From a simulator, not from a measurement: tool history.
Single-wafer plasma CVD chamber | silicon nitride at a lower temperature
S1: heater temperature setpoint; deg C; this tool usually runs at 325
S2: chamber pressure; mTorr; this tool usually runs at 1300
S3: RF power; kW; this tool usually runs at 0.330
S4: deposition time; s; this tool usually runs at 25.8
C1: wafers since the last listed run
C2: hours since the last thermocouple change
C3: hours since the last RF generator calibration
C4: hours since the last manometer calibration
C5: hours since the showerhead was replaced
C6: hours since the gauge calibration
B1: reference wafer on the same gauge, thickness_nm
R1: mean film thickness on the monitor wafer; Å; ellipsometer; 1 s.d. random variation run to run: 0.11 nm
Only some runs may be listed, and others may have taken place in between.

Run 1, hour 0.0: usual settings but S3 0.315 kW; C1 0; C2 1974.1; C3 1275.6; C4 1064.3; C5 2796.6; C6 420.8; B1 30.397. Result: R1 289.39 Å.
Run 2, hour 38.9: usual settings; C1 947; C2 2013.0; C3 1314.5; C4 1103.2; C5 2835.5; C6 459.7; B1 30.364. Result: R1 300.31 Å.
Run 3, hour 109.1: usual settings; C1 1709; C2 2083.2; C3 1384.7; C4 1173.4; C5 2905.7; C6 529.9; B1 30.372. Result: R1 298.30 Å.
Run 4, hour 174.6: usual settings; C1 1595; C2 2148.7; C3 1450.2; C4 1238.9; C5 2971.2; C6 595.4; B1 30.337. Result: R1 298.83 Å.
Run 5, hour 245.5: usual settings; C1 1726; C2 2219.6; C3 1521.1; C4 1309.8; C5 3042.1; C6 666.3; B1 30.318. Result: R1 296.77 Å.
Run 6, hour 305.5: usual settings; C1 1461; C2 2279.6; C3 1581.1; C4 1369.8; C5 3102.1; C6 726.3; B1 30.226. Result: R1 299.83 Å.
Run 7, hour 352.7: usual settings but S2 1200 mTorr; C1 1149; C2 2326.8; C3 1628.3; C4 1417.0; C5 3149.3; C6 773.5; B1 30.315. Result: R1 295.08 Å.
Run 8, hour 379.6: usual settings but S2 1200 mTorr; C1 655; C2 2353.7; C3 1655.2; C4 1443.9; C5 3176.2; C6 800.4; B1 30.225. Result: R1 293.66 Å.
Run 9, hour 410.7: usual settings but S2 1230 mTorr, S4 22.2 s; C1 757; C2 2384.8; C3 1686.3; C4 1475.0; C5 3207.3; C6 831.5; B1 30.259. Result: R1 254.75 Å.
Run 10, hour 440.5: usual settings but S2 1230 mTorr, S4 22.2 s; C1 725; C2 2414.6; C3 1716.1; C4 1504.8; C5 3237.1; C6 861.3; B1 30.173. Result: R1 253.56 Å.
At hour 453.7: RF generator calibrated.
Run 11, hour 484.2: usual settings but S2 1230 mTorr, S4 22.2 s; C1 869; C2 2458.3; C3 30.5; C4 1548.5; C5 3280.8; C6 905.0; B1 30.180. Result: R1 252.74 Å.
Run 12, hour 527.2: usual settings; C1 1047; C2 2501.3; C3 73.5; C4 1591.5; C5 3323.8; C6 948.0; B1 30.195. Result: R1 294.96 Å.
Run 13, hour 583.6: usual settings but S1 310 deg C; C1 1373; C2 2557.7; C3 129.9; C4 1647.9; C5 3380.2; C6 1004.4; B1 30.154. Result: R1 295.09 Å.
At hour 607.2: gauge calibrated.
Run 14, hour 647.4: usual settings but S1 332 deg C, S2 1510 mTorr; C1 1553; C2 2621.5; C3 193.7; C4 1711.7; C5 3444.0; C6 40.2; B1 30.588. Result: R1 304.88 Å.
Run 15, hour 679.1: usual settings but S1 337 deg C, S2 1120 mTorr, S3 0.355 kW, S4 22.8 s; C1 772; C2 2653.2; C3 225.4; C4 1743.4; C5 3475.7; C6 71.9; B1 30.557. Result: R1 269.88 Å.
Run 16, hour 746.3: usual settings but S1 332 deg C, S3 0.275 kW; C1 1636; C2 2720.4; C3 292.6; C4 1810.6; C5 3542.9; C6 139.1; B1 30.501. Result: R1 264.77 Å.
At hour 773.7: capacitance manometer re-zeroed and calibrated.
Run 17, hour 774.2: usual settings but S3 0.375 kW; C1 484; C2 2748.3; C3 320.5; C4 0.5; C5 3570.8; C6 167.0; B1 30.584. Result: R1 326.68 Å.
At hour 815.6: showerhead replaced.
Run 18, hour 816.1: usual settings but S1 312 deg C, S2 980 mTorr, S3 0.385 kW, S4 22.7 s; C1 825; C2 2790.2; C3 362.4; C4 42.4; C5 0.5; C6 208.9; B1 30.594. Result: R1 281.37 Å.
At hour 830.3: thermocouple changed; heater temperature recalibrated.
Run 19, hour 857.9: usual settings but S3 0.315 kW; C1 823; C2 27.6; C3 404.2; C4 84.2; C5 42.3; C6 250.7; B1 30.484. Result: R1 290.19 Å.
Run 20, hour 899.8: usual settings but S2 1230 mTorr, S4 22.2 s; C1 1020; C2 69.5; C3 446.1; C4 126.1; C5 84.2; C6 292.6; B1 30.576. Result: R1 256.04 Å.
Run 21, hour 926.1: usual settings but S3 0.285 kW; C1 640; C2 95.8; C3 472.4; C4 152.4; C5 110.5; C6 318.9; B1 30.523. Result: R1 271.34 Å.
Run 22, hour 967.2: usual settings but S1 333 deg C, S2 1470 mTorr, S3 0.285 kW, S4 30.0 s; C1 1001; C2 136.9; C3 513.5; C4 193.5; C5 151.6; C6 360.0; B1 30.507. Result: R1 318.85 Å.
Run 23, hour 993.7: usual settings; C1 645; C2 163.4; C3 540.0; C4 220.0; C5 178.1; C6 386.5; B1 30.520. Result: R1 298.49 Å.
Run 24, hour 1054.3: usual settings but S3 0.365 kW, S4 27.5 s; C1 1476; C2 224.0; C3 600.6; C4 280.6; C5 238.7; C6 447.1; B1 30.493. Result: R1 339.24 Å.
Run 25, hour 1088.3: usual settings but S1 317 deg C, S4 23.0 s; C1 828; C2 258.0; C3 634.6; C4 314.6; C5 272.7; C6 481.1; B1 30.466. Result: R1 267.36 Å.

How the hidden state differs across the entries between the runs, from the last listed run before each to the first after it:
Run 10 -> run 11: RF generator calibrated (hour 453.7)
  gauge reads high (%): -0.961 -> -1.05
  measured value less the no-hidden-state value, R1: -2.46 -> -2.70 Å
Run 13 -> run 14: gauge calibrated (hour 607.2)
  gauge reads high (%): -1.28 -> 0.181
  measured value less the no-hidden-state value, R1: -3.84 -> +0.55 Å
Run 16 -> run 17: capacitance manometer re-zeroed and calibrated (hour 773.7)
  gauge reads high (%): 0.16 -> 0.149
  measured value less the no-hidden-state value, R1: +0.42 -> +0.49 Å
Run 17 -> run 18: showerhead replaced (hour 815.6)
  gauge reads high (%): 0.149 -> 0.13
  measured value less the no-hidden-state value, R1: +0.49 -> +0.36 Å
Run 18 -> run 19: thermocouple changed; heater temperature recalibrated (hour 830.3)
  gauge reads high (%): 0.13 -> 0.107
  measured value less the no-hidden-state value, R1: +0.36 -> +0.31 Å
